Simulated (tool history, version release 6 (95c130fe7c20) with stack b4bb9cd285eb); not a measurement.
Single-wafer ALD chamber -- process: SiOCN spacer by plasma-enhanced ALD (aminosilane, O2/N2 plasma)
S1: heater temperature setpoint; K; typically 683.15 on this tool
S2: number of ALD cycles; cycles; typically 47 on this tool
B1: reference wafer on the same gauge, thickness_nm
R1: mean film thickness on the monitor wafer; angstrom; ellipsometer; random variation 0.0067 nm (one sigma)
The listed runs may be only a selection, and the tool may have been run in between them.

Run 1, hour 0.0: usual settings; B1 3.019. Result: R1 26.92 angstrom.
Run 2, hour 23.2: usual settings; B1 3.017. Result: R1 26.98 angstrom.
Run 3, hour 38.8: usual settings but S1 692.15 K, S2 41 cycles; B1 3.019. Result: R1 22.82 angstrom.
Run 4, hour 55.0: usual settings but S1 692.15 K, S2 41 cycles; B1 3.021. Result: R1 22.80 angstrom.
Run 5, hour 74.5: usual settings; B1 3.021. Result: R1 27.02 angstrom.
Run 6, hour 101.0: usual settings; B1 3.021. Result: R1 27.03 angstrom.
Run 7, hour 126.0: usual settings; B1 3.020. Result: R1 27.02 angstrom.
Run 8, hour 144.9: usual settings; B1 3.022. Result: R1 26.96 angstrom.
Run 9, hour 158.7: usual settings; B1 3.020. Result: R1 26.89 angstrom.
Run 10, hour 190.7: usual settings; B1 3.023. Result: R1 26.94 angstrom.
Run 11, hour 205.5: usual settings; B1 3.020. Result: R1 26.94 angstrom.
At hour 219.4: thermocouple changed; heater temperature recalibrated.
Run 12, hour 233.6: usual settings but S1 673.15 K; B1 3.020. Result: R1 27.78 angstrom.
Run 13, hour 291.7: usual settings; B1 3.022. Result: R1 26.86 angstrom.
Run 14, hour 323.7: usual settings; B1 3.020. Result: R1 26.87 angstrom.
Run 15, hour 336.0: usual settings; B1 3.021. Result: R1 27.04 angstrom.
At hour 339.3: gauge calibrated.
Run 16, hour 367.9: usual settings; B1 3.022. Result: R1 27.09 angstrom.
Run 17, hour 381.0: usual settings; B1 3.019. Result: R1 26.92 angstrom.
Run 18, hour 393.8: usual settings but S1 690.15 K, S2 44 cycles; B1 3.019. Result: R1 24.80 angstrom.
Run 19, hour 418.4: usual settings but S1 697.15 K, S2 39 cycles; B1 3.018. Result: R1 21.50 angstrom.
Run 20, hour 433.9: usual settings but S1 677.15 K, S2 40 cycles; B1 3.020. Result: R1 23.32 angstrom.
Run 21, hour 454.8: usual settings but S1 692.15 K, S2 52 cycles; B1 3.021. Result: R1 29.12 angstrom.
Run 22, hour 473.2: usual settings but S1 689.15 K, S2 43 cycles; B1 3.022. Result: R1 24.13 angstrom.
Run 23, hour 497.3: usual settings but S1 670.15 K, S2 54 cycles; B1 3.020. Result: R1 32.01 angstrom.

Forecast each of these 4 alternatives for the next run:
Run A, hour 497.8: usual settings but S1 669.15 K; B1 ?. Result: R1 ?.
Run B, hour 497.8: usual settings but S1 697.15 K, S2 41 cycles; B1 ?. Result: R1 ?.
Run C, hour 497.8: usual settings but S1 694.15 K, S2 51 cycles; B1 ?. Result: R1 ?.
Run D, hour 497.8: usual settings but S1 675.15 K, S2 51 cycles; B1 ?. Result: R1 ?.

run     B1     R1
  A  3.020  27.84
  B  3.020  22.57
  C  3.020  28.34
  D  3.020  30.01
The same runs, with their run-to-run variation unchanged, on a tool lacking any hidden condition would have given:
run     R1
  A  27.84
  B  22.57
  C  28.34
  D  30.01
